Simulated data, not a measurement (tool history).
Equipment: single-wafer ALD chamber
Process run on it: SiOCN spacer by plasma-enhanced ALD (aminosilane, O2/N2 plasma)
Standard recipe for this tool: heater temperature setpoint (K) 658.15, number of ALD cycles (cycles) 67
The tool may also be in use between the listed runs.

run,hour,heater temperature setpoint (K),number of ALD cycles (cycles),"read-back reference wafer on the same gauge, thickness_nm",mean film thickness on the monitor wafer (angstrom)
1,0,658.15,63,3.169,34.87
2,14.9,658.15,63,3.165,35.17
3,41.1,658.15,63,3.163,34.92
4,62.1,658.15,67,3.16,37.01
5,74.2,658.15,67,3.162,37.25
6,108.6,658.15,67,3.163,37.32
7,130,658.15,67,3.161,37.18
8,150.4,662.15,61,3.161,33.65
9,164.3,667.15,60,3.156,33.2
10,190.7,658.15,62,3.158,34.31
11,215.3,649.15,60,3.155,33.32
# hour 223.2: gauge calibrated
12,227.3,658.15,62,3.187,34.79
# hour 236.4: thermocouple changed; heater temperature recalibrated
13,248.2,666.15,73,3.18,40.86
14,280.2,672.15,76,3.173,42.24
15,304.5,672.15,73,3.171,40.57

Consider 4 possible next runs. They are alternatives, not a sequence: every one starts from the tool as it was left by run 15. What does each give?
A,305,658.15,67,?,?
B,305,650.15,80,?,?
C,305,666.15,80,?,?
D,305,663.15,77,?,?

run,"read-back reference wafer on the same gauge, thickness_nm",mean film thickness on the monitor wafer (angstrom)
A,3.17,37.32
B,3.17,44.56
C,3.17,44.56
D,3.17,42.89
Stripped of hidden state, with their random variation kept, the same runs would have yielded:
run,mean film thickness on the monitor wafer (angstrom)
A,37.56
B,44.85
C,44.85
D,43.17
